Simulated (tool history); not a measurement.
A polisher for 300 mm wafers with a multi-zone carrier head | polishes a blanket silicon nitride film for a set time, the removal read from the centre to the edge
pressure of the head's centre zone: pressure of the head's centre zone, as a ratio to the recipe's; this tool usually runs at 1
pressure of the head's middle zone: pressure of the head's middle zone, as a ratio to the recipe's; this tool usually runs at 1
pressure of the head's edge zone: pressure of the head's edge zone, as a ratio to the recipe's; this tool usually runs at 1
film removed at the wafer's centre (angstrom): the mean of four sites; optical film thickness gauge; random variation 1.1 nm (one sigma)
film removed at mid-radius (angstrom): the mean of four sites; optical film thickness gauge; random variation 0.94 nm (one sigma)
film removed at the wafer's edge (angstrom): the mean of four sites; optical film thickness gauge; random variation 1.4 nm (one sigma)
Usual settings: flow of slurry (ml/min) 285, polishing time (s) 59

| run | hour | flow of slurry (ml/min) | pressure of the head's centre zone | pressure of the head's middle zone | pressure of the head's edge zone | polishing time (s) | incoming thickness of the incoming film, nm | film removed at the wafer's centre (angstrom) | film removed at mid-radius (angstrom) | film removed at the wafer's edge (angstrom) |
|---|---|---|---|---|---|---|---|---|---|---|
| 1 | 0 | 285 | 1 | 1 | 1 | 59 | 885.2 | 1023 | 1079 | 1072 |
| 2 | 9.5 | 285 | 1 | 1 | 1 | 59 | 876.1 | 1016 | 1061 | 1062 |
| 3 | 17.9 | 285 | 1 | 1 | 1 | 59 | 889.7 | 1009 | 1057 | 1058 |
| 4 | 25.9 | 285 | 1 | 1 | 1 | 59 | 876.6 | 1010 | 1058 | 1071 |
| 5 | 43.9 | 285 | 1 | 1 | 1 | 59 | 886.6 | 996 | 1062 | 1037 |
| 6 | 53.2 | 200 | 1.11 | 1.11 | 0.9 | 59 | 888.3 | 1062 | 1104 | 972 |
|  | 59.4 | edge zone pressure recalibrated |
| 7 | 61.8 | 285 | 0.95 | 1 | 1 | 53 | 877.3 | 840 | 951 | 941 |
| 8 | 78.7 | 285 | 1 | 1 | 1 | 41 | 876.6 | 677 | 717 | 709 |
|  | 81.3 | slurry nozzle cleaned |
|  | 94.7 | worn pad replaced by a new one |
| 9 | 95.2 | 285 | 1 | 1 | 1 | 59 | 891.7 | 1017 | 1058 | 1053 |
| 10 | 109.4 | 285 | 1 | 1 | 1 | 59 | 876.8 | 1003 | 1072 | 1086 |
| 11 | 118.5 | 250 | 1 | 1 | 1.1 | 59 | 890 | 1003 | 1060 | 1098 |
| 12 | 132.3 | 285 | 1 | 1.05 | 1 | 59 | 896.4 | 994 | 1111 | 1066 |
| 13 | 143 | 285 | 1 | 1 | 0.95 | 59 | 877.3 | 989 | 1061 | 1031 |
| 14 | 150 | 235 | 1.12 | 1 | 1 | 59 | 875.3 | 1089 | 1054 | 1026 |
|  | 161.8 | centre zone pressure recalibrated |
| 15 | 165 | 285 | 1.06 | 1 | 1 | 59 | 890.5 | 1042 | 1036 | 1028 |
| 16 | 176.9 | 225 | 1.05 | 1.06 | 1.08 | 59 | 883.1 | 1011 | 1044 | 1025 |
| 17 | 184.9 | 285 | 1 | 1.06 | 1.07 | 59 | 865.8 | 979 | 1064 | 1028 |
| 18 | 198 | 230 | 1 | 1 | 1 | 59 | 881 | 947 | 963 | 992 |
| 19 | 207.5 | 285 | 1 | 0.94 | 0.88 | 77 | 872.8 | 1231 | 1232 | 1185 |
|  | 225.7 | worn pad replaced by a new one |
| 20 | 226.2 | 235 | 1.12 | 1 | 1 | 59 | 885 | 1114 | 1046 | 1083 |
| 21 | 240.9 | 285 | 1 | 1 | 1 | 59 | 870.4 | 1008 | 1053 | 1066 |
| 22 | 253 | 375 | 0.91 | 1 | 1 | 77 | 878.5 | 1240 | 1413 | 1378 |

For some of the steps in film removed at the wafer's centre (angstrom) from one run to the next: how much would appear even if the tool had no hidden state, given the settings, what came in and random variation, and how much remains for the hidden state plus any gauge scatter that the measured result and the result without hidden state don't share?
Hidden state at play: removal rate lost through wear of the pad, %; slurry flow missing at the pad, %; deviation of the centre zone's pressure from its setpoint, %; deviation of the edge zone's pressure from its setpoint, %.
Run 8 -> 9: polishing time (s) 41 -> 59, slurry nozzle cleaned, worn pad replaced by a new one. film removed at the wafer's centre (angstrom) +340: hidden state +32, all else +308.
Run 18 -> 19: flow of slurry (ml/min) 230 -> 285, pressure of the head's middle zone 1 -> 0.94, pressure of the head's edge zone 1 -> 0.88, polishing time (s) 59 -> 77. film removed at the wafer's centre (angstrom) +284: hidden state -40, all else +324.
Run 19 -> 20: flow of slurry (ml/min) 285 -> 235, pressure of the head's centre zone 1 -> 1.12, pressure of the head's middle zone 0.94 -> 1, pressure of the head's edge zone 0.88 -> 1, polishing time (s) 77 -> 59, worn pad replaced by a new one. film removed at the wafer's centre (angstrom) -117: hidden state +106, all else -223.
